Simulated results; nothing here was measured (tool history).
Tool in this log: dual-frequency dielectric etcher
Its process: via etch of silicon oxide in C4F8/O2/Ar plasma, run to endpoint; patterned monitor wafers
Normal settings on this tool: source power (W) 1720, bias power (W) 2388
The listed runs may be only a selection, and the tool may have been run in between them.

run    hour  source power (W)  bias power (W)  wafers since the last listed run  hours since the last wet clean  hours since the last source power generator calibration  hours since the last bias power generator calibration  hours since the last upper electrode change  incoming incoming film thickness, nm  endpoint time (s)
  1     0.0              1720            2388                                 0                           175.4                                                   3374.3                                                 3455.6                                       4347.4                                1358.3              251.7
  2    54.7              1720            2388                               300                           230.1                                                   3429.0                                                 3510.3                                       4402.1                                1363.5              250.2
  3   103.4              1720            2388                               267                           278.8                                                   3477.7                                                 3559.0                                       4450.8                                1366.5              250.1
  4   160.0              1860            2812                               310                           335.4                                                   3534.3                                                 3615.6                                       4507.4                                1359.7              232.6
      193.3  -- wet clean of the chamber
  5   193.8              1860            2812                                53                             0.5                                                   3568.1                                                 3649.4                                       4541.2                                1373.7              245.1
  6   216.1              1860            2812                               122                            22.8                                                   3590.4                                                 3671.7                                       4563.5                                1357.3              242.5
  7   274.0              1830            2210                               318                            80.7                                                   3648.3                                                 3729.6                                       4621.4                                1378.8              257.7
  8   408.2              1830            2210                               737                           214.9                                                   3782.5                                                 3863.8                                       4755.6                                1369.1              253.6
  9   432.5              1720            2007                               133                           239.2                                                   3806.8                                                 3888.1                                       4779.9                                1352.1              258.9
 10   475.8              1720            2007                               237                           282.5                                                   3850.1                                                 3931.4                                       4823.2                                1366.7              261.0
      554.8  -- wet clean of the chamber
 11   555.3              1720            2007                               304                             0.5                                                   3929.6                                                 4010.9                                       4902.7                                1367.7              284.5
      598.2  -- bias power generator calibrated
 12   683.7              1720            2388                               683                           128.9                                                   4058.0                                                   85.5                                       5031.1                                1368.8              271.0
 13   736.2              1720            2388                               288                           181.4                                                   4110.5                                                  138.0                                       5083.6                                1343.9              263.4
      761.9  -- upper electrode replaced
 14   771.6              1720            2388                                62                           216.8                                                   4145.9                                                  173.4                                          9.7                                1366.1              269.4
 15   831.4              1720            2388                               328                           276.6                                                   4205.7                                                  233.2                                         69.5                                1367.5              267.9
 16   900.1              1720            2388                               377                           345.3                                                   4274.4                                                  301.9                                        138.2                                1353.8              262.3
      926.9  -- wet clean of the chamber, repeated, since the last time left the tool worse
 17   935.8              1720            1821                                64                             8.9                                                   4310.1                                                  337.6                                        173.9                                1357.6              271.2
 18   994.8              2020            2537                               324                            67.9                                                   4369.1                                                  396.6                                        232.9                                1368.3              240.7
 19  1045.4              1460            1984                               277                           118.5                                                   4419.7                                                  447.2                                        283.5                                1367.7              279.7
 20  1078.3              1720            2117                               180                           151.4                                                   4452.6                                                  480.1                                        316.4                                1374.1              262.6
 21  1137.9              1720            2388                               327                           211.0                                                   4512.2                                                  539.7                                        376.0                                1357.0              251.2
 22  1193.2              1830            2210                               303                           266.3                                                   4567.5                                                  595.0                                        431.3                                1369.0              251.4
 23  1219.1              1720            2388                               142                           292.2                                                   4593.4                                                  620.9                                        457.2                                1361.5              249.2
     1261.0  -- source power generator calibrated
 24  1278.5              1720            2935                               304                           351.6                                                     17.5                                                  680.3                                        516.6                                1367.8              238.1
     1308.2  -- wet clean of the chamber
 25  1340.9              1720            2388                               210                            32.7                                                     79.9                                                  742.7                                        579.0                                1365.7              254.3
 26  1412.1              1340            1995                               391                           103.9                                                    151.1                                                  813.9                                        650.2                                1362.5              286.0
 27  1469.8              1720            2035                               317                           161.6                                                    208.8                                                  871.6                                        707.9                                1367.8              262.0
 28  1502.6              1350            2388                               180                           194.4                                                    241.6                                                  904.4                                        740.7                                1365.8              272.5
 29  1535.7              1950            2219                               181                           227.5                                                    274.7                                                  937.5                                        773.8                                1356.1              241.3
 30  1577.2              1830            2210                               228                           269.0                                                    316.2                                                  979.0                                        815.3                                1378.1              252.8
 31  1611.3              1400            1826                               187                           303.1                                                    350.3                                                 1013.1                                        849.4                                1367.2              281.9
     1644.0  -- wet clean of the chamber
 32  1666.3              1460            1958                               170                            22.3                                                    405.3                                                 1068.1                                        904.4                                1356.4              281.5

Predict each of these 3 candidate next runs independently; none follows another, all start after run 32:
  A  1666.8              1720            2388                                 2                            22.8                                                    405.8                                                 1068.6                                        904.9                                1364.1                  ?
  B  1666.8              2110            1936                                 2                            22.8                                                    405.8                                                 1068.6                                        904.9                                1364.1                  ?
  C  1666.8              1920            2388                                 2                            22.8                                                    405.8                                                 1068.6                                        904.9                                1364.1                  ?

run  endpoint time (s)
  A              256.5
  B              249.6
  C              247.2
Take away the tool's hidden state, keep each run's random variation, and the runs would have read:
run  endpoint time (s)
  A              258.6
  B              251.7
  C              249.3
